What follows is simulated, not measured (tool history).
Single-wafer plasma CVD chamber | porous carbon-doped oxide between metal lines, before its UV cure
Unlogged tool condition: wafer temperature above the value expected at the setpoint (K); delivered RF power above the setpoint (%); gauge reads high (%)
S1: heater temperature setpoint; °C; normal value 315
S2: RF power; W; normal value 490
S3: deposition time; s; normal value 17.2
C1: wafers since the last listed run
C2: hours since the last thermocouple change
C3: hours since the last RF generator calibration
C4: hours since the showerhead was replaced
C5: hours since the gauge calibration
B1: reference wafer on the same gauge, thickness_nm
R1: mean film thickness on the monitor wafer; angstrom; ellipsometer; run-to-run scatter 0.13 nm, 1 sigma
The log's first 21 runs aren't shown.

{"run": 22, "hour": 495.2, "S1": 315, "S2": 490, "S3": 14.5, "C1": 474, "C2": 71.6, "C3": 61.2, "C4": 8044.8, "C5": 98.5, "B1": 75.717, "R1": 747.28}
{"hour": 508.1, "done": "showerhead replaced"}
{"run": 23, "hour": 524.6, "S1": 326, "S2": 490, "S3": 15, "C1": 418, "C2": 101, "C3": 90.6, "C4": 16.5, "C5": 127.9, "B1": 75.673, "R1": 733.26}
{"run": 24, "hour": 554.5, "S1": 315, "S2": 490, "S3": 17.2, "C1": 584, "C2": 130.9, "C3": 120.5, "C4": 46.4, "C5": 157.8, "B1": 75.708, "R1": 878.6}
{"run": 25, "hour": 577.4, "S1": 315, "S2": 565, "S3": 16.1, "C1": 447, "C2": 153.8, "C3": 143.4, "C4": 69.3, "C5": 180.7, "B1": 75.706, "R1": 898.51}
{"run": 26, "hour": 612.4, "S1": 315, "S2": 490, "S3": 17.2, "C1": 683, "C2": 188.8, "C3": 178.4, "C4": 104.3, "C5": 215.7, "B1": 75.703, "R1": 876.23}
{"run": 27, "hour": 626.0, "S1": 305, "S2": 565, "S3": 19.7, "C1": 265, "C2": 202.4, "C3": 192, "C4": 117.9, "C5": 229.3, "B1": 75.668, "R1": 1141.61}
{"run": 28, "hour": 641.5, "S1": 315, "S2": 490, "S3": 17.2, "C1": 302, "C2": 217.9, "C3": 207.5, "C4": 133.4, "C5": 244.8, "B1": 75.708, "R1": 875.5}
{"run": 29, "hour": 666.7, "S1": 315, "S2": 575, "S3": 19.1, "C1": 492, "C2": 243.1, "C3": 232.7, "C4": 158.6, "C5": 270, "B1": 75.708, "R1": 1067.48}
{"run": 30, "hour": 693.7, "S1": 329, "S2": 415, "S3": 17.2, "C1": 527, "C2": 270.1, "C3": 259.7, "C4": 185.6, "C5": 297, "B1": 75.701, "R1": 738.38}

Below are 3 alternative next runs, each starting from the tool's condition after run 30. Predict each:
{"run": "A", "hour": 694.1, "S1": 315, "S2": 490, "S3": 17.2, "C1": 7, "C2": 270.5, "C3": 260.1, "C4": 186, "C5": 297.4, "B1": "?", "R1": "?"}
{"run": "B", "hour": 694.1, "S1": 305, "S2": 555, "S3": 19.2, "C1": 7, "C2": 270.5, "C3": 260.1, "C4": 186, "C5": 297.4, "B1": "?", "R1": "?"}
{"run": "C", "hour": 694.1, "S1": 315, "S2": 395, "S3": 19.9, "C1": 7, "C2": 270.5, "C3": 260.1, "C4": 186, "C5": 297.4, "B1": "?", "R1": "?"}

run=A B1=75.685 R1=875.99
run=B B1=75.685 R1=1100.6
run=C B1=75.685 R1=875.4
Without the tool's hidden state the same runs would have given:
run=A R1=877.9
run=B R1=1102.94
run=C R1=877.62
